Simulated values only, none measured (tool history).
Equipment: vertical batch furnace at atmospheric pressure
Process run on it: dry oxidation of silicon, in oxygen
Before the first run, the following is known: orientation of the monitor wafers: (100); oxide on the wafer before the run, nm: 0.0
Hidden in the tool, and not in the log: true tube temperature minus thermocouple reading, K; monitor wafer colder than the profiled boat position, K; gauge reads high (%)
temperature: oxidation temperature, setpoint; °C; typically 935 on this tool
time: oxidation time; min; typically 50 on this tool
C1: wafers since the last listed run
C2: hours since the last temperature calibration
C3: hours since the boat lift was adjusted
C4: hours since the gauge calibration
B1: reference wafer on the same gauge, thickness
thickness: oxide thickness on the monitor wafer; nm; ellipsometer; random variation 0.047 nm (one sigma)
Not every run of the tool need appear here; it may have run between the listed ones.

run 1 day=0 | temperature=916 time=59 | C1=0 C2=2112.5 C3=5410.9 C4=264.9 | B1=26.11 | thickness=22.44
run 2 day=0.838 | temperature=916 time=59 | C1=267 C2=2132.6 C3=5431 C4=285 | B1=26.09 | thickness=22.48
-- day=1.346 gauge calibrated
run 3 day=2.338 | temperature=916 time=59 | C1=478 C2=2168.6 C3=5467 C4=23.8 | B1=26.09 | thickness=22.59
run 4 day=3.75 | temperature=929 time=55.5 | C1=450 C2=2202.5 C3=5500.9 C4=57.7 | B1=26.09 | thickness=24.56
run 5 day=5.033 | temperature=935 time=50 | C1=409 C2=2233.3 C3=5531.7 C4=88.5 | B1=26.1 | thickness=24.42
run 6 day=6.275 | temperature=935 time=50 | C1=395 C2=2263.1 C3=5561.5 C4=118.3 | B1=26.11 | thickness=24.4
-- day=7.638 boat lift adjusted
run 7 day=7.658 | temperature=935 time=50 | C1=122 C2=2296.3 C3=0.5 C4=151.5 | B1=26.09 | thickness=24.58
-- day=8.738 thermocouples replaced and temperature profile calibrated
run 8 day=8.758 | temperature=935 time=50 | C1=31 C2=0.5 C3=26.9 C4=177.9 | B1=26.11 | thickness=22.9
run 9 day=8.958 | temperature=947 time=56.5 | C1=63 C2=5.3 C3=31.7 C4=182.7 | B1=26.1 | thickness=28.28
run 10 day=10.175 | temperature=924 time=50 | C1=387 C2=34.5 C3=60.9 C4=211.9 | B1=26.1 | thickness=20.72
run 11 day=10.992 | temperature=929 time=65.5 | C1=260 C2=54.1 C3=80.5 C4=231.5 | B1=26.1 | thickness=25.88
run 12 day=11.729 | temperature=949 time=69.5 | C1=235 C2=71.8 C3=98.2 C4=249.2 | B1=26.09 | thickness=33.2
-- day=12.7 gauge calibrated
run 13 day=14.275 | temperature=935 time=50 | C1=811 C2=132.9 C3=159.3 C4=37.8 | B1=26.11 | thickness=22.91
run 14 day=14.838 | temperature=935 time=50 | C1=179 C2=146.4 C3=172.8 C4=51.3 | B1=26.1 | thickness=22.98
run 15 day=16.712 | temperature=913 time=57.5 | C1=597 C2=191.4 C3=217.8 C4=96.3 | B1=26.09 | thickness=20.4
run 16 day=17.433 | temperature=959 time=50 | C1=229 C2=208.7 C3=235.1 C4=113.6 | B1=26.11 | thickness=29.61

Hidden condition of the tool, last listed run before each entry between runs versus first listed run after:
After run 2, before run 3: gauge calibrated (day 1.346)
  true tube temperature minus thermocouple reading, K: 5.81 -> 5.99
  measured value less the no-hidden-state value, thickness: +1.22 -> +1.26 nm
After run 6, before run 7: boat lift adjusted (day 7.638)
  true tube temperature minus thermocouple reading, K: 6.45 -> 6.62
  measured value less the no-hidden-state value, thickness: +1.6 -> +1.66 nm
After run 7, before run 8: thermocouples replaced and temperature profile calibrated (day 8.738)
  true tube temperature minus thermocouple reading, K: 6.62 -> 0.212
  measured value less the no-hidden-state value, thickness: +1.66 -> +0.05 nm
After run 12, before run 13: gauge calibrated (day 12.7)
  true tube temperature minus thermocouple reading, K: 0.218 -> 0.232
  measured value less the no-hidden-state value, thickness: +0.08 -> +0.05 nm

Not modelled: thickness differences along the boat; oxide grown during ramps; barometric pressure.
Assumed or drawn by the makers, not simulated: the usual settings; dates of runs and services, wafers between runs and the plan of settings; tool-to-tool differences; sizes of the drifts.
